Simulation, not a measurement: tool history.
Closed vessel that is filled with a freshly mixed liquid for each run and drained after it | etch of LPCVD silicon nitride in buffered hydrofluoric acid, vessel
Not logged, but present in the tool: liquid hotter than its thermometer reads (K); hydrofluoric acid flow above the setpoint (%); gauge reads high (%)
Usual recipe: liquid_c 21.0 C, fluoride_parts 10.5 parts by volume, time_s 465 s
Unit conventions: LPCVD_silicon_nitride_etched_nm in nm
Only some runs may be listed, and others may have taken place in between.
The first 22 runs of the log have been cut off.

run	hour	liquid_c	fluoride_parts	time_s	wafers since the last listed run	hours since the thermometer was replaced	hours since the hydrofluoric acid flow meter was replaced	hours since the gauge calibration	read-back film thickness of the LPCVD silicon nitride reference wafer, read on the same gauge (nm)	LPCVD_silicon_nitride_etched_nm
23	270.3	24.0	7.5	465	1745	158.6	53.1	126.4	100.00	9.96
24	277.1	21.0	8.5	650	706	165.4	59.9	133.2	99.98	10.56
# hour 278.9: hydrofluoric acid flow meter replaced, repeated, since the last time left the tool worse
25	294.5	26.0	14.0	285	1703	182.8	15.6	150.6	100.02	3.31
26	307.2	21.0	10.5	465	1319	195.5	28.3	163.3	100.00	5.44
27	316.0	25.5	10.5	465	914	204.3	37.1	172.1	100.02	6.97
28	322.6	24.5	13.0	735	685	210.9	43.7	178.7	99.99	8.49
29	330.7	18.5	12.5	325	841	219.0	51.8	186.8	100.00	2.80
30	341.3	18.0	10.5	650	1101	229.6	62.4	197.4	99.99	6.42

Alternative continuations, all from the tool just after run 30; predict every row:
A	342.1	21.0	10.5	465	83	230.4	63.2	198.2	?	?
B	342.1	17.5	9.5	705	83	230.4	63.2	198.2	?	?
C	342.1	18.5	10.5	245	83	230.4	63.2	198.2	?	?
D	342.1	17.5	13.0	465	83	230.4	63.2	198.2	?	?
E	342.1	18.5	10.5	465	83	230.4	63.2	198.2	?	?

run	read-back film thickness of the LPCVD silicon nitride reference wafer, read on the same gauge (nm)	LPCVD_silicon_nitride_etched_nm
A	99.99	5.45
B	99.99	7.33
C	99.99	2.50
D	99.99	3.63
E	99.99	4.74
Without the tool's unlogged condition, the same runs would have read:
run	LPCVD_silicon_nitride_etched_nm
A	5.40
B	7.28
C	2.47
D	3.60
E	4.69
